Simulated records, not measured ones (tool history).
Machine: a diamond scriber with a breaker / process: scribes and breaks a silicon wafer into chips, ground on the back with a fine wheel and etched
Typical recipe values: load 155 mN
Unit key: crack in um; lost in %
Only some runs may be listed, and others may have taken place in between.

run	hour	load	wafers since the last listed run	hours since the diamond tip was replaced	hours since the load on the tip was calibrated	incoming depth of the damage left on the back of the incoming wafer, um	crack	lost
1	0	155	0	158.8	599.6	0.77	6.61	2.93
2	16.4	155	29	175.2	616	0.59	6.43	3.63
3	47	155	55	205.8	646.6	0.57	6.23	4.75
4	54.8	180	14	213.6	654.4	0.7	7.21	2
5	68.6	180	24	227.4	668.2	0.31	6.82	2.23
# hour 75.1: diamond tip replaced by a new one
6	75.6	179	9	0.5	675.2	0.7	7.93	4.37
7	89	179	24	13.9	688.6	0.58	8.07	4.17
8	106.1	155	30	31	705.7	0.6	7.27	2.01
# hour 108.1: load on the tip recalibrated
9	114.7	129	11	39.6	6.6	0.44	5.99	7.46
10	121.6	130	12	46.5	13.5	0.76	5.92	6.84
11	132.2	114	19	57.1	24.1	0.46	5.26	16.09
12	142.8	188	19	67.7	34.7	0.64	8.41	5.26
13	159	155	29	83.9	50.9	0.73	7.05	2.11
14	174.6	140	28	99.5	66.5	0.3	6.2	4.58

Consider 5 possible next runs. They are alternatives, not a sequence: every one starts from the tool as it was left by run 14. What does each give?
A	175.3	142	1	100.2	67.2	0.51	?	?
B	175.3	196	1	100.2	67.2	0.51	?	?
C	175.3	138	1	100.2	67.2	0.51	?	?
D	175.3	118	1	100.2	67.2	0.51	?	?
E	175.3	194	1	100.2	67.2	0.51	?	?

run	crack	lost
A	6.2	4.03
B	8.16	5.75
C	6.04	5.07
D	5.22	14.32
E	8.09	5.36
What these runs would have given with no unlogged condition in the tool:
run	crack	lost
A	6.45	2.81
B	8.49	7.91
C	6.29	3.54
D	5.44	11.28
E	8.42	7.42

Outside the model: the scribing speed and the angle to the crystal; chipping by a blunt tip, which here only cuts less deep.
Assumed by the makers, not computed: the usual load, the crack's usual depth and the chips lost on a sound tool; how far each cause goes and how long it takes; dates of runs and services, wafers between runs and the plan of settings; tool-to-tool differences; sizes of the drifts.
